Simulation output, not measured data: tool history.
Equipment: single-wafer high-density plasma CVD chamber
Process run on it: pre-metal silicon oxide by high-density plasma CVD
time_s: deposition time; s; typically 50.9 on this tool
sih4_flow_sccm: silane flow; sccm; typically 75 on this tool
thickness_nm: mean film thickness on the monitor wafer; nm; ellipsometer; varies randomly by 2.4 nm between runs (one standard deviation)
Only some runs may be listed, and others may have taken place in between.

run    hour  time_s  sih4_flow_sccm  wafers since the last listed run  hours since the silane flow controller was replaced  hours since the gauge calibration  read-back reference wafer on the same gauge, thickness_nm  thickness_nm
  1       0    50.9              65                                 0                                               1563.5                              890.9                                                    445.253       365.455
  2    55.5    44.1              81                               682                                                 1619                              946.4                                                     444.46        396.84
  3    92.6    44.1              81                               456                                               1656.1                              983.5                                                    444.732       397.726
  4   199.7    44.1              81                              1316                                               1763.2                             1090.6                                                    444.765       397.492
  5   274.1    50.9              75                               914                                               1837.6                               1165                                                    443.743        426.83
  6   333.9    50.9              75                               735                                               1897.4                             1224.8                                                    446.262       422.775
  7   433.3    50.9              75                              1222                                               1996.8                             1324.2                                                    445.008       427.452
  8   527.6    48.4              75                              1159                                               2091.1                             1418.5                                                     444.65        406.81
      695.4  -- gauge calibrated
  9   822.2    48.4              75                              3622                                               2385.7                              126.8                                                    444.227       406.512
 10   879.8    50.9              75                               708                                               2443.3                              184.4                                                    444.686       427.239
 11   964.4    50.9              75                              1040                                               2527.9                                269                                                    443.615       428.259
 12  1054.6    50.9              75                              1109                                               2618.1                              359.2                                                    445.279       431.948
 13  1094.2    50.9              75                               486                                               2657.7                              398.8                                                    444.882       429.484
 14    1172    50.9              75                               956                                               2735.5                              476.6                                                    444.942       427.978
     1187.5  -- silane flow controller replaced
 15  1255.8    55.6              62                               931                                                 68.3                              560.4                                                     445.13       373.971
 16  1349.3    59.9              86                              1149                                                161.8                              653.9                                                    443.849       569.569
 17  1410.4    43.5              90                               751                                                222.9                                715                                                     444.51       428.108
 18  1482.8    60.9              75                               890                                                295.3                              787.4                                                    444.579       496.667
 19    1521    50.9              64                               469                                                333.5                              825.6                                                    445.698       361.206
 20  1607.4    42.4              79                              1062                                                419.9                                912                                                    444.905       365.038
 21  1677.9    59.8              62                               866                                                490.4                              982.5                                                    444.472       410.306
 22  1733.6    50.9              69                               684                                                546.1                             1038.2                                                    444.839       383.683
 23  1794.3    60.8              61                               746                                                606.8                             1098.9                                                    445.185       409.469
 24  1876.7    50.9              75                              1013                                                689.2                             1181.3                                                    444.448       419.126
 25  1913.8    59.8              71                               456                                                726.3                             1218.4                                                    445.547       469.836
 26  1972.7    50.9              75                               724                                                785.2                             1277.3                                                    445.656       416.652
 27  2080.2    53.7              83                              1321                                                892.7                             1384.8                                                    445.454       491.558

Consider 3 possible next runs. They are alternatives, not a sequence: every one starts from the tool as it was left by run 27. What does each give?
  A  2080.6    50.9              75                                 4                                                893.1                             1385.2                                                          ?             ?
  B  2080.6    44.1              61                                 4                                                893.1                             1385.2                                                          ?             ?
  C  2080.6    57.5              84                                 4                                                893.1                             1385.2                                                          ?             ?

run  read-back reference wafer on the same gauge, thickness_nm  thickness_nm
  A                                                    444.853       422.859
  B                                                    444.853       297.978
  C                                                    444.853       535.012
What these runs would have given with no unlogged condition in the tool:
run  thickness_nm
  A       421.283
  B       296.868
  C       533.018

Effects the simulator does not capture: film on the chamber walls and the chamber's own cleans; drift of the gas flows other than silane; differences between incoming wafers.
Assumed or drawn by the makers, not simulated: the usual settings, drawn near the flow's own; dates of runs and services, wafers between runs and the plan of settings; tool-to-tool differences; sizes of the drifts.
